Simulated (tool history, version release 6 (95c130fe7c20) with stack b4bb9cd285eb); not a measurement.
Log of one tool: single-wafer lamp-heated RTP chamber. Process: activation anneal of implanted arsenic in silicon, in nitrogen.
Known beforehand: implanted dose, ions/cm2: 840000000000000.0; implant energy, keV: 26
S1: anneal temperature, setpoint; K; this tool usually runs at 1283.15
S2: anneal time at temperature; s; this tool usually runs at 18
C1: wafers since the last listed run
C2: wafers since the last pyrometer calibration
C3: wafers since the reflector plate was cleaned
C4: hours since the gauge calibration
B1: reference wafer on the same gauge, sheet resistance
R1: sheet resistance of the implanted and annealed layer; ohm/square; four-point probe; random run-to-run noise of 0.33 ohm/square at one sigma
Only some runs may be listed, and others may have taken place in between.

| run | hour | S1 | S2 | C1 | C2 | C3 | C4 | B1 | R1 |
|---|---|---|---|---|---|---|---|---|---|
| 1 | 0 | 1283.15 | 18 | 0 | 4994 | 3064 | 495.5 | 154.95 | 136.41 |
|  | 39.9 | pyrometer window cleaned and pyrometer calibrated |
| 2 | 57.9 | 1283.15 | 18 | 655 | 235 | 3719 | 553.4 | 154.91 | 136.32 |
| 3 | 98 | 1283.15 | 18 | 526 | 762 | 4246 | 593.5 | 155.08 | 136.71 |
| 4 | 184.4 | 1283.15 | 18 | 1134 | 1897 | 5380 | 679.9 | 154.94 | 136.5 |
| 5 | 290.4 | 1283.15 | 18 | 1392 | 3289 | 6772 | 785.9 | 154.89 | 136.33 |
| 6 | 395.7 | 1283.15 | 12 | 1382 | 4672 | 8155 | 891.2 | 154.82 | 138.54 |
|  | 423 | pyrometer window cleaned and pyrometer calibrated |
| 7 | 448.5 | 1283.15 | 12 | 588 | 334 | 8744 | 944 | 155.09 | 138.33 |
|  | 689.6 | reflector plate cleaned |
| 8 | 694.9 | 1283.15 | 18 | 3130 | 3465 | 69 | 1190.4 | 155.07 | 136.71 |
| 9 | 789.3 | 1283.15 | 18 | 1239 | 4705 | 1309 | 1284.8 | 155.03 | 136.4 |
| 10 | 862.4 | 1283.15 | 18 | 959 | 5665 | 2269 | 1357.9 | 154.85 | 136.35 |
|  | 877.5 | pyrometer window cleaned and pyrometer calibrated |
| 11 | 925.9 | 1283.15 | 18 | 728 | 636 | 2998 | 1421.4 | 154.99 | 136.84 |
| 12 | 969.2 | 1283.15 | 18 | 568 | 1204 | 3566 | 1464.7 | 154.96 | 136.67 |
| 13 | 1066.1 | 1283.15 | 18 | 1272 | 2477 | 4839 | 1561.6 | 154.95 | 136.2 |
|  | 1107.6 | gauge calibrated |
| 14 | 1122.3 | 1283.15 | 18 | 738 | 3215 | 5577 | 14.7 | 155.09 | 136.9 |
| 15 | 1169.1 | 1274.15 | 11 | 614 | 3830 | 6192 | 61.5 | 154.89 | 140.84 |
| 16 | 1231.7 | 1283.15 | 18 | 822 | 4652 | 7014 | 124.1 | 155.04 | 136.36 |
|  | 1293.7 | pyrometer window cleaned and pyrometer calibrated |
| 17 | 1294.2 | 1255.15 | 27 | 715 | 7 | 7729 | 186.6 | 154.76 | 138.11 |
| 18 | 1371.1 | 1283.15 | 18 | 1009 | 1017 | 8739 | 263.5 | 154.88 | 136.2 |
| 19 | 1438 | 1297.15 | 13 | 878 | 1895 | 9618 | 330.4 | 155.09 | 136.36 |
| 20 | 1483.6 | 1259.15 | 12 | 598 | 2494 | 10217 | 376 | 154.98 | 142.56 |
| 21 | 1555.7 | 1311.15 | 27 | 946 | 3441 | 11164 | 448.1 | 154.98 | 129.54 |
|  | 1570.9 | reflector plate cleaned |
| 22 | 1660.4 | 1283.15 | 18 | 1269 | 4711 | 1175 | 552.8 | 154.96 | 136.81 |
|  | 1725.8 | pyrometer window cleaned and pyrometer calibrated |
| 23 | 1744.4 | 1283.15 | 18 | 998 | 244 | 2173 | 636.8 | 155.01 | 137.41 |
| 24 | 1819.7 | 1283.15 | 18 | 988 | 1233 | 3162 | 712.1 | 154.88 | 137.17 |

The next listed run, before its measurement:
| 25 | 1860.6 | 1291.15 | 13 | 537 | 1770 | 3699 | 753 | ? | ? |

Run 25 produced B1 154.94, R1 137.47 ohm/square.
On a tool with no hidden condition, and with the same random variation, this run would have come out at R1 137.63 ohm/square.

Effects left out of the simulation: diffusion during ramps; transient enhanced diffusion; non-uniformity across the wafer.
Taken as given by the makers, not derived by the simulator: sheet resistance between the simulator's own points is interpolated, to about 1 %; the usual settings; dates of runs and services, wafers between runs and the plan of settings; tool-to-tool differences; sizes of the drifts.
